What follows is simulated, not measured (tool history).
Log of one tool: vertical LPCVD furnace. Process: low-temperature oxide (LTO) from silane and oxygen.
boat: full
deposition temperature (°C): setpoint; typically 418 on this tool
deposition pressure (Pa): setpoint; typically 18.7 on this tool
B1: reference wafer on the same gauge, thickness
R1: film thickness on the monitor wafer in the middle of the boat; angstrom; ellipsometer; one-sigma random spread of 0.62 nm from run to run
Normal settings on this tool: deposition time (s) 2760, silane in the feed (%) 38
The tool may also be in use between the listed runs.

Run 1, hour 0: usual settings; B1 236.08. Result: R1 2912.5 angstrom.
Run 2, hour 9.3: usual settings; B1 235.83. Result: R1 2912.1 angstrom.
Run 3, hour 19.6: usual settings; B1 235.93. Result: R1 2922 angstrom.
Run 4, hour 36.2: usual settings but deposition temperature (°C) 409, deposition pressure (Pa) 15.3; B1 235.95. Result: R1 2172.5 angstrom.
Run 5, hour 46.9: usual settings but silane in the feed (%) 41; B1 235.97. Result: R1 3193.7 angstrom.
Run 6, hour 56.3: usual settings but silane in the feed (%) 41; B1 235.81. Result: R1 3175.6 angstrom.
Run 7, hour 72.8: usual settings but silane in the feed (%) 41; B1 236.06. Result: R1 3181.5 angstrom.
At hour 87.5: gauge calibrated.
At hour 104.8: silane flow controller replaced.
Run 8, hour 105.3: usual settings but deposition pressure (Pa) 19.3; B1 236.09. Result: R1 3020.2 angstrom.
Run 9, hour 109.1: usual settings but deposition pressure (Pa) 19.3; B1 235.82. Result: R1 3031.4 angstrom.
Run 10, hour 121.1: usual settings but deposition pressure (Pa) 19.3; B1 236.17. Result: R1 3018.2 angstrom.
Run 11, hour 144.3: usual settings but deposition pressure (Pa) 16; B1 235.96. Result: R1 2500.8 angstrom.
At hour 172.3: thermocouples replaced and temperature profile calibrated.
Run 12, hour 172.8: usual settings but deposition pressure (Pa) 16; B1 235.91. Result: R1 2511.4 angstrom.
Run 13, hour 176.6: usual settings but deposition pressure (Pa) 16; B1 235.78. Result: R1 2507.3 angstrom.
Run 14, hour 185.1: usual settings; B1 235.99. Result: R1 2911.4 angstrom.
Run 15, hour 196.8: usual settings but deposition temperature (°C) 407, silane in the feed (%) 34; B1 236.21. Result: R1 2248.7 angstrom.
Run 16, hour 210.7: usual settings; B1 235.9. Result: R1 2919.2 angstrom.
Run 17, hour 217.7: usual settings but deposition temperature (°C) 412, deposition pressure (Pa) 20.7, deposition time (s) 3090; B1 236. Result: R1 3395.6 angstrom.
At hour 250.5: pressure gauge zeroed.
Run 18, hour 251: usual settings; B1 235.82. Result: R1 2921 angstrom.
At hour 251.6: gauge calibrated.
Run 19, hour 254.8: usual settings; B1 235.93. Result: R1 2916.1 angstrom.
Run 20, hour 266.5: usual settings but deposition temperature (°C) 411, deposition pressure (Pa) 20, deposition time (s) 3210, silane in the feed (%) 41; B1 235.97. Result: R1 3683.1 angstrom.
Run 21, hour 281.2: usual settings but silane in the feed (%) 33; B1 235.94. Result: R1 2443.1 angstrom.
Run 22, hour 291.5: usual settings but deposition temperature (°C) 427, deposition pressure (Pa) 16.7, silane in the feed (%) 44; B1 236.03. Result: R1 3333.7 angstrom.
Run 23, hour 307.4: usual settings but deposition temperature (°C) 422, deposition pressure (Pa) 21.3; B1 235.97. Result: R1 3474.5 angstrom.
Run 24, hour 315.8: usual settings; B1 236.15. Result: R1 2915.4 angstrom.
Run 25, hour 326.5: usual settings but deposition pressure (Pa) 14.7, silane in the feed (%) 40; B1 235.98. Result: R1 2429 angstrom.
Run 26, hour 337.5: usual settings but deposition temperature (°C) 408, deposition pressure (Pa) 21.3, deposition time (s) 3570, silane in the feed (%) 33; B1 236.26. Result: R1 3226.3 angstrom.

4 ways to go on from here, each from the tool as it stands after run 26. What would each give?
Run A, hour 341.3: usual settings but silane in the feed (%) 43; B1 ?. Result: R1 ?.
Run B, hour 341.3: usual settings but deposition temperature (°C) 411, deposition time (s) 1740; B1 ?. Result: R1 ?.
Run C, hour 341.3: usual settings but deposition temperature (°C) 408, deposition pressure (Pa) 14.7, deposition time (s) 3690, silane in the feed (%) 36; B1 ?. Result: R1 ?.
Run D, hour 341.3: usual settings but deposition temperature (°C) 406; B1 ?. Result: R1 ?.

run      B1      R1
  A  236.03  3352.2
  B  236.03  1709.8
  C  236.03  2577.3
  D  236.03  2569.1
Without the tool's hidden state the same runs would have given:
run      R1
  A  3352.2
  B  1709.8
  C  2577.3
  D  2569.1

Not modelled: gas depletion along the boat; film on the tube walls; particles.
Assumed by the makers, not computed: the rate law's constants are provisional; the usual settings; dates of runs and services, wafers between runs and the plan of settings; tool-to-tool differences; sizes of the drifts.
